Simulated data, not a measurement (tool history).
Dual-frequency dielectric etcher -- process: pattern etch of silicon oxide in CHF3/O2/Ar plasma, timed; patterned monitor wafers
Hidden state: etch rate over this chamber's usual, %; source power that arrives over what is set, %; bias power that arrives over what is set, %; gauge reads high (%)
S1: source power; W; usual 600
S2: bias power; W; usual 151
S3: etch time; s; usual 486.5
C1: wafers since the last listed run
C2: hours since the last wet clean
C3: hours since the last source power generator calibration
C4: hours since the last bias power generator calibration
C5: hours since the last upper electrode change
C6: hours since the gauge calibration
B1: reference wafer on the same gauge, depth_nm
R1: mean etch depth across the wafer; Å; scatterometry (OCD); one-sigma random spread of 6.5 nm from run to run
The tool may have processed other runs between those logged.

run,hour,S1,S2,S3,C1,C2,C3,C4,C5,C6,B1,R1
1,0.0,550,151,448.5,0,346.9,1178.0,2098.4,3023.4,38.1,980.6,8323
2,13.0,600,130,420.0,30,359.9,1191.0,2111.4,3036.4,51.1,979.6,7692
3,33.0,600,130,420.0,47,379.9,1211.0,2131.4,3056.4,71.1,977.9,7792
4,53.9,600,130,420.0,49,400.8,1231.9,2152.3,3077.3,92.0,982.5,7773
5,76.8,600,151,486.5,54,423.7,1254.8,2175.2,3100.2,114.9,979.1,9405
6,101.4,600,151,486.5,58,448.3,1279.4,2199.8,3124.8,139.5,979.5,9408
7,129.1,600,151,486.5,65,476.0,1307.1,2227.5,3152.5,167.2,976.7,9226
8,165.0,600,151,486.5,85,511.9,1343.0,2263.4,3188.4,203.1,979.9,9355
9,184.6,600,151,486.5,46,531.5,1362.6,2283.0,3208.0,222.7,977.9,9290
# hour 239.4: upper electrode replaced, of another model than before
10,239.9,600,151,486.5,74,586.8,1417.9,2338.3,0.5,278.0,975.5,9333
11,241.6,600,151,449.5,4,588.5,1419.6,2340.0,2.2,279.7,976.9,8581
12,258.4,600,151,486.5,39,605.3,1436.4,2356.8,19.0,296.5,974.4,9420
# hour 289.9: gauge calibrated
# hour 292.8: wet clean of the chamber
13,293.3,600,151,486.5,25,0.5,1471.3,2391.7,53.9,3.4,975.5,9761
14,303.7,600,151,486.5,24,10.9,1481.7,2402.1,64.3,13.8,979.7,9800
15,323.5,560,151,590.5,47,30.7,1501.5,2421.9,84.1,33.6,976.7,11295
16,342.2,600,141,550.5,44,49.4,1520.2,2440.6,102.8,52.3,980.0,10536
# hour 363.8: bias power generator calibrated
17,364.3,600,120,486.5,43,71.5,1542.3,0.5,124.9,74.4,977.4,8509
18,387.0,600,151,486.5,53,94.2,1565.0,23.2,147.6,97.1,976.5,9748
19,413.5,600,151,486.5,62,120.7,1591.5,49.7,174.1,123.6,979.5,9623
20,441.0,530,151,486.5,65,148.2,1619.0,77.2,201.6,151.1,979.6,8847
21,465.0,600,151,486.5,57,172.2,1643.0,101.2,225.6,175.1,978.0,9684
22,496.0,750,151,486.5,73,203.2,1674.0,132.2,256.6,206.1,976.5,11038
# hour 501.5: source power generator calibrated
23,525.1,640,123,341.0,59,232.3,23.6,161.3,285.7,235.2,975.2,6353
24,560.7,600,151,486.5,84,267.9,59.2,196.9,321.3,270.8,977.2,9590
25,586.5,540,151,486.5,61,293.7,85.0,222.7,347.1,296.6,979.1,8927
26,599.0,460,129,486.5,29,306.2,97.5,235.2,359.6,309.1,974.4,6987
27,628.1,600,169,486.5,69,335.3,126.6,264.3,388.7,338.2,977.7,10104
# hour 681.4: gauge calibrated
28,698.6,600,168,486.5,167,405.8,197.1,334.8,459.2,17.2,978.9,10043
29,731.2,460,151,409.5,77,438.4,229.7,367.4,491.8,49.8,979.0,6367

Run-by-run hidden state of the tool:
source power that arrives over what is set, %: 0 across all the runs
bias power that arrives over what is set, %: 0 across all the runs
gauge reads high (%): 0 across all the runs
H1: etch rate over this chamber's usual, %
run,H1
1,-2.7
2,-2.79
3,-2.94
4,-3.1
5,-3.27
6,-3.46
7,-3.66
8,-3.93
9,-4.08
10,-4.49
11,-4.5
12,-4.63
13,0.719
14,0.641
15,0.493
16,0.353
17,0.187
18,0.0176
19,-0.181
20,-0.387
21,-0.566
22,-0.798
23,-1.02
24,-1.28
25,-1.48
26,-1.57
27,-1.79
28,-2.31
29,-2.56
